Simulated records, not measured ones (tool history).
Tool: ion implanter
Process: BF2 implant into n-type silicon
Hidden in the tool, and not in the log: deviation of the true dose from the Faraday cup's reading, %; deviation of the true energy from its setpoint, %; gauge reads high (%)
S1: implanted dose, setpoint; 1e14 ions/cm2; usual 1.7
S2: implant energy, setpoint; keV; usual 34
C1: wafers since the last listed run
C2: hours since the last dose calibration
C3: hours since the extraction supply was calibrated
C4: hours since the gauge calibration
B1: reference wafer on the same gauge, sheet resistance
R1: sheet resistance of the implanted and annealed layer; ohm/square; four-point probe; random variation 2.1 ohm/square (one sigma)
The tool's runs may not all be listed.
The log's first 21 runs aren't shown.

Run 22, day 26.288: usual settings but S1 2.07 1e14 ions/cm2, S2 24 keV; C1 821; C2 2006.5; C3 329.9; C4 285.4; B1 539.27. Result: R1 533.17 ohm/square.
Run 23, day 26.812: usual settings; C1 293; C2 2019.1; C3 342.5; C4 298; B1 539.41. Result: R1 602.35 ohm/square.
Run 24, day 28.188: usual settings but S2 37.5 keV; C1 767; C2 2052.1; C3 375.5; C4 331; B1 539.87. Result: R1 591.81 ohm/square.
At day 29.708: Faraday cup replaced and dose calibrated.
Run 25, day 29.729: usual settings; C1 674; C2 0.5; C3 412.5; C4 368; B1 540.06. Result: R1 601.45 ohm/square.
Run 26, day 30.412: usual settings but S1 1.54 1e14 ions/cm2, S2 44.5 keV; C1 381; C2 16.9; C3 428.9; C4 384.4; B1 539.58. Result: R1 629.53 ohm/square.
Run 27, day 31.45: usual settings; C1 579; C2 41.8; C3 453.8; C4 409.3; B1 540.36. Result: R1 605.9 ohm/square.
Run 28, day 32.7: usual settings but S1 2.13 1e14 ions/cm2; C1 698; C2 71.8; C3 483.8; C4 439.3; B1 541.33. Result: R1 501.24 ohm/square.
Run 29, day 33.962: usual settings but S1 1.46 1e14 ions/cm2; C1 704; C2 102.1; C3 514.1; C4 469.6; B1 541.08. Result: R1 679.82 ohm/square.
Run 30, day 34.612: usual settings; C1 362; C2 117.7; C3 529.7; C4 485.2; B1 541.04. Result: R1 603.06 ohm/square.
Run 31, day 36.046: usual settings but S2 39 keV; C1 800; C2 152.1; C3 564.1; C4 519.6; B1 541.87. Result: R1 596.51 ohm/square.
Run 32, day 36.996: usual settings but S1 1.44 1e14 ions/cm2, S2 28 keV; C1 530; C2 174.9; C3 586.9; C4 542.4; B1 541.7. Result: R1 705.6 ohm/square.
Run 33, day 38.212: usual settings but S1 1.37 1e14 ions/cm2, S2 30.5 keV; C1 679; C2 204.1; C3 616.1; C4 571.6; B1 541.94. Result: R1 730.7 ohm/square.
Run 34, day 39.192: usual settings but S1 2.13 1e14 ions/cm2; C1 546; C2 227.6; C3 639.6; C4 595.1; B1 541.51. Result: R1 506.63 ohm/square.
Run 35, day 39.692: usual settings but S1 1.52 1e14 ions/cm2, S2 22.5 keV; C1 279; C2 239.6; C3 651.6; C4 607.1; B1 541.78. Result: R1 697.09 ohm/square.
Run 36, day 41.075: usual settings but S2 43 keV; C1 772; C2 272.8; C3 684.8; C4 640.3; B1 542.36. Result: R1 590.54 ohm/square.

Forecast each of these 5 alternatives for the next run:
Run A, day 41.092: usual settings but S2 38.5 keV; C1 9; C2 273.2; C3 685.2; C4 640.7; B1 ?. Result: R1 ?.
Run B, day 41.092: usual settings but S1 1.93 1e14 ions/cm2; C1 9; C2 273.2; C3 685.2; C4 640.7; B1 ?. Result: R1 ?.
Run C, day 41.092: usual settings but S1 1.3 1e14 ions/cm2, S2 40 keV; C1 9; C2 273.2; C3 685.2; C4 640.7; B1 ?. Result: R1 ?.
Run D, day 41.092: usual settings but S1 1.22 1e14 ions/cm2, S2 39 keV; C1 9; C2 273.2; C3 685.2; C4 640.7; B1 ?. Result: R1 ?.
Run E, day 41.092: usual settings but S1 2.19 1e14 ions/cm2, S2 43.5 keV; C1 9; C2 273.2; C3 685.2; C4 640.7; B1 ?. Result: R1 ?.

run      B1      R1
  A  542.36  597.14
  B  542.36  547.27
  C  542.36   734.5
  D  542.36  774.94
  E  542.36   480.4
Without the tool's hidden state the same runs would have given:
run      R1
  A  588.99
  B   539.8
  C  724.48
  D  764.37
  E  473.85
